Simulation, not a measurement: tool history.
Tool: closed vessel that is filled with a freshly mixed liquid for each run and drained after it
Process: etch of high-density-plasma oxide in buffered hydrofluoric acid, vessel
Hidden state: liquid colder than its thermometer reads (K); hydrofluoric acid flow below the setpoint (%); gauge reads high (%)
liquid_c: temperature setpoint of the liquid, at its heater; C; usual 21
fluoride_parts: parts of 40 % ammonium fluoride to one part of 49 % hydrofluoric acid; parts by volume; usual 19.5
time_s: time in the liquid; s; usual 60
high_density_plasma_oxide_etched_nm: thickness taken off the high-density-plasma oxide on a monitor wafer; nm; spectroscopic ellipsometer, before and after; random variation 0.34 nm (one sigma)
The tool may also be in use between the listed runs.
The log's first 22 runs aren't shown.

run,hour,liquid_c,fluoride_parts,time_s,wafers since the last listed run,hours since the thermometer was replaced,hours since the hydrofluoric acid flow meter was replaced,hours since the gauge calibration,"read-back film thickness of the high-density-plasma oxide reference wafer, read on the same gauge (nm)",high_density_plasma_oxide_etched_nm
23,316,25.5,26,40,542,13.4,158.3,18.4,79.96,24.58
24,333,22.5,16.5,60,1396,30.4,175.3,35.4,80.03,45.04
25,346.3,17.5,27,90,1092,43.7,188.6,48.7,80.01,34.48
26,359.9,21,22.5,80,1116,57.3,202.2,62.3,80.02,42.16
27,374.6,21,19.5,60,1207,72,216.9,77,79.99,35.32
28,392.1,25,27.5,40,1437,89.5,234.4,94.5,80.03,23.05
29,405,21,19.5,60,1059,102.4,247.3,107.4,80.03,34.75
30,447.7,17,26,60,3506,145.1,290,150.1,79.99,22.66
31,455.4,23,19.5,60,632,152.8,297.7,157.8,80.04,39.04

5 ways to go on from here, each from the tool as it stands after run 31. What would each give?
A,456.1,21,19.5,60,57,153.5,298.4,158.5,?,?
B,456.1,17,27,40,57,153.5,298.4,158.5,?,?
C,456.1,18,15.5,45,57,153.5,298.4,158.5,?,?
D,456.1,17,27,45,57,153.5,298.4,158.5,?,?
E,456.1,23.5,16,60,57,153.5,298.4,158.5,?,?

run,"read-back film thickness of the high-density-plasma oxide reference wafer, read on the same gauge (nm)",high_density_plasma_oxide_etched_nm
A,79.94,34.79
B,79.94,14.65
C,79.94,27.63
D,79.94,16.49
E,79.94,48.56
Without the tool's hidden state the same runs would have given:
run,high_density_plasma_oxide_etched_nm
A,35.16
B,14.81
C,27.93
D,16.67
E,49.07
